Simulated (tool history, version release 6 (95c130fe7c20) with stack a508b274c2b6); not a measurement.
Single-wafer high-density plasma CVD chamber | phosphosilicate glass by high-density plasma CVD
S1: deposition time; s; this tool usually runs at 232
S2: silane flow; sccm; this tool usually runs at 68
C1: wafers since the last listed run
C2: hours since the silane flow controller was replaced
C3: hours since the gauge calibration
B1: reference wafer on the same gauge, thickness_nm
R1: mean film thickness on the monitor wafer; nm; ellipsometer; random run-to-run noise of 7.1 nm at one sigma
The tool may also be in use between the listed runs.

Run 1, hour 0: usual settings but S2 57 sccm; C1 0; C2 1902.7; C3 1209.2; B1 1735.257. Result: R1 1329.092 nm.
Run 2, hour 36.2: usual settings but S2 57 sccm; C1 190; C2 1938.9; C3 1245.4; B1 1735.21. Result: R1 1322.625 nm.
Run 3, hour 134.5: usual settings; C1 517; C2 2037.2; C3 1343.7; B1 1731.969. Result: R1 1580.046 nm.
Run 4, hour 223.5: usual settings; C1 468; C2 2126.2; C3 1432.7; B1 1730.338. Result: R1 1567.013 nm.
Run 5, hour 287.3: usual settings; C1 335; C2 2190; C3 1496.5; B1 1727.766. Result: R1 1573.515 nm.
Run 6, hour 465.3: usual settings; C1 937; C2 2368; C3 1674.5; B1 1721.073. Result: R1 1551.746 nm.
Run 7, hour 696.8: usual settings; C1 1219; C2 2599.5; C3 1906; B1 1708.039. Result: R1 1546.192 nm.
Run 8, hour 766.5: usual settings but S1 206 s; C1 367; C2 2669.2; C3 1975.7; B1 1704.533. Result: R1 1371.327 nm.
Run 9, hour 842.1: usual settings but S1 208 s; C1 398; C2 2744.8; C3 2051.3; B1 1701.246. Result: R1 1386.471 nm.
Run 10, hour 933.3: usual settings; C1 480; C2 2836; C3 2142.5; B1 1695.38. Result: R1 1541.428 nm.
Run 11, hour 1019.9: usual settings; C1 456; C2 2922.6; C3 2229.1; B1 1689.924. Result: R1 1533.482 nm.
At hour 1073.4: silane flow controller replaced.
Run 12, hour 1080.5: usual settings but S1 201 s; C1 277; C2 7.1; C3 2289.7; B1 1687.232. Result: R1 1322.982 nm.
Run 13, hour 1136.4: usual settings but S1 277 s, S2 74 sccm; C1 294; C2 63; C3 2345.6; B1 1684.581. Result: R1 1994.981 nm.
Run 14, hour 1180.6: usual settings but S1 210 s, S2 56 sccm; C1 232; C2 107.2; C3 2389.8; B1 1679.97. Result: R1 1140.453 nm.
Run 15, hour 1220.1: usual settings but S1 194 s; C1 208; C2 146.7; C3 2429.3; B1 1679.389. Result: R1 1279.06 nm.
Run 16, hour 1277.7: usual settings but S1 249 s, S2 79 sccm; C1 303; C2 204.3; C3 2486.9; B1 1675.051. Result: R1 1892.087 nm.
At hour 1305.1: gauge calibrated.
Run 17, hour 1357.2: usual settings but S1 197 s, S2 78 sccm; C1 418; C2 283.8; C3 52.1; B1 1769.011. Result: R1 1559.716 nm.
Run 18, hour 1428: usual settings; C1 372; C2 354.6; C3 122.9; B1 1771.36. Result: R1 1617.155 nm.
Run 19, hour 1488.9: usual settings but S1 277 s, S2 74 sccm; C1 320; C2 415.5; C3 183.8; B1 1770.432. Result: R1 2072.625 nm.
Run 20, hour 1541.5: usual settings but S1 200 s; C1 277; C2 468.1; C3 236.4; B1 1768.58. Result: R1 1384.516 nm.
Run 21, hour 1783.6: usual settings but S1 269 s, S2 55 sccm; C1 1274; C2 710.2; C3 478.5; B1 1766.427. Result: R1 1501.047 nm.
Run 22, hour 2000.1: usual settings but S1 266 s, S2 74 sccm; C1 1140; C2 926.7; C3 695; B1 1762.177. Result: R1 1995.765 nm.
Run 23, hour 2083.9: usual settings but S1 212 s, S2 72 sccm; C1 441; C2 1010.5; C3 778.8; B1 1762.046. Result: R1 1536.751 nm.
Run 24, hour 2157.5: usual settings but S2 77 sccm; C1 387; C2 1084.1; C3 852.4; B1 1760.647. Result: R1 1812.529 nm.
Run 25, hour 2210.1: usual settings but S1 269 s, S2 55 sccm; C1 277; C2 1136.7; C3 905; B1 1759.647. Result: R1 1495.834 nm.

4 options for the next run, each taken on its own from the tool as it stands now. Forecast them:
Run A, hour 2210.6: usual settings; C1 2; C2 1137.2; C3 905.5; B1 ?. Result: R1 ?.
Run B, hour 2210.6: usual settings but S1 191 s, S2 62 sccm; C1 2; C2 1137.2; C3 905.5; B1 ?. Result: R1 ?.
Run C, hour 2210.6: usual settings but S1 200 s, S2 80 sccm; C1 2; C2 1137.2; C3 905.5; B1 ?. Result: R1 ?.
Run D, hour 2210.6: usual settings but S2 78 sccm; C1 2; C2 1137.2; C3 905.5; B1 ?. Result: R1 ?.

run        B1        R1
  A  1759.241  1583.442
  B  1759.241  1188.585
  C  1759.241  1605.925
  D  1759.241  1816.301
Had the tool no hidden state, the same runs would have come out as:
run        R1
  A  1584.615
  B  1189.466
  C  1607.115
  D  1817.647
